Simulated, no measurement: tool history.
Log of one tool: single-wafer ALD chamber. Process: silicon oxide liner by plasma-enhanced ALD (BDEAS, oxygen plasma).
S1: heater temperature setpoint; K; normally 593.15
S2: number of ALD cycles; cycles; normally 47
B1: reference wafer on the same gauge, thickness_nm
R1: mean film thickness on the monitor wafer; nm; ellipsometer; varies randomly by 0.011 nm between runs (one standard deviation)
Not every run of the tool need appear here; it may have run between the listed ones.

run 1 hour=0 | S1=593.15 S2=52 | B1=3.846 | R1=4.741
run 2 hour=256.6 | S1=593.15 S2=52 | B1=3.848 | R1=4.768
run 3 hour=308.3 | S1=593.15 S2=47 | B1=3.849 | R1=4.3
run 4 hour=382.6 | S1=593.15 S2=47 | B1=3.854 | R1=4.296
run 5 hour=457.7 | S1=593.15 S2=47 | B1=3.847 | R1=4.309
run 6 hour=548.9 | S1=581.15 S2=47 | B1=3.85 | R1=4.384
run 7 hour=611.1 | S1=581.15 S2=47 | B1=3.849 | R1=4.395
run 8 hour=677.8 | S1=581.15 S2=47 | B1=3.85 | R1=4.397
run 9 hour=716.4 | S1=593.15 S2=47 | B1=3.85 | R1=4.318
run 10 hour=801.9 | S1=593.15 S2=47 | B1=3.852 | R1=4.316
run 11 hour=869 | S1=593.15 S2=47 | B1=3.845 | R1=4.342
run 12 hour=918.3 | S1=593.15 S2=47 | B1=3.85 | R1=4.32
run 13 hour=973.1 | S1=593.15 S2=49 | B1=3.848 | R1=4.497
run 14 hour=1046.3 | S1=593.15 S2=49 | B1=3.853 | R1=4.508
-- hour=1305.7 thermocouple changed; heater temperature recalibrated
-- hour=1320 gauge calibrated
run 15 hour=1347.6 | S1=593.15 S2=51 | B1=3.85 | R1=4.647
run 16 hour=1453.8 | S1=593.15 S2=47 | B1=3.847 | R1=4.289
run 17 hour=1725.7 | S1=600.15 S2=47 | B1=3.852 | R1=4.256
run 18 hour=1790.5 | S1=600.15 S2=47 | B1=3.849 | R1=4.252
run 19 hour=1833.4 | S1=593.15 S2=47 | B1=3.845 | R1=4.295
run 20 hour=1872 | S1=593.15 S2=47 | B1=3.855 | R1=4.294
run 21 hour=1938.4 | S1=593.15 S2=47 | B1=3.853 | R1=4.311
run 22 hour=2022.6 | S1=593.15 S2=47 | B1=3.852 | R1=4.309
run 23 hour=2115 | S1=593.15 S2=55 | B1=3.851 | R1=5.042
run 24 hour=2168.5 | S1=598.15 S2=40 | B1=3.851 | R1=3.639
run 25 hour=2244.5 | S1=598.15 S2=55 | B1=3.853 | R1=5.024
run 26 hour=2319.2 | S1=593.15 S2=43 | B1=3.851 | R1=3.94
run 27 hour=2392.2 | S1=588.15 S2=53 | B1=3.854 | R1=4.878

Expected results for the next run?
run 28 hour=2450.4 | S1=593.15 S2=54 | B1=? | R1=?

Run 28 yielded B1 3.849, R1 4.922 nm.
Had the tool carried no hidden state, the very same run would have given R1 4.883 nm.
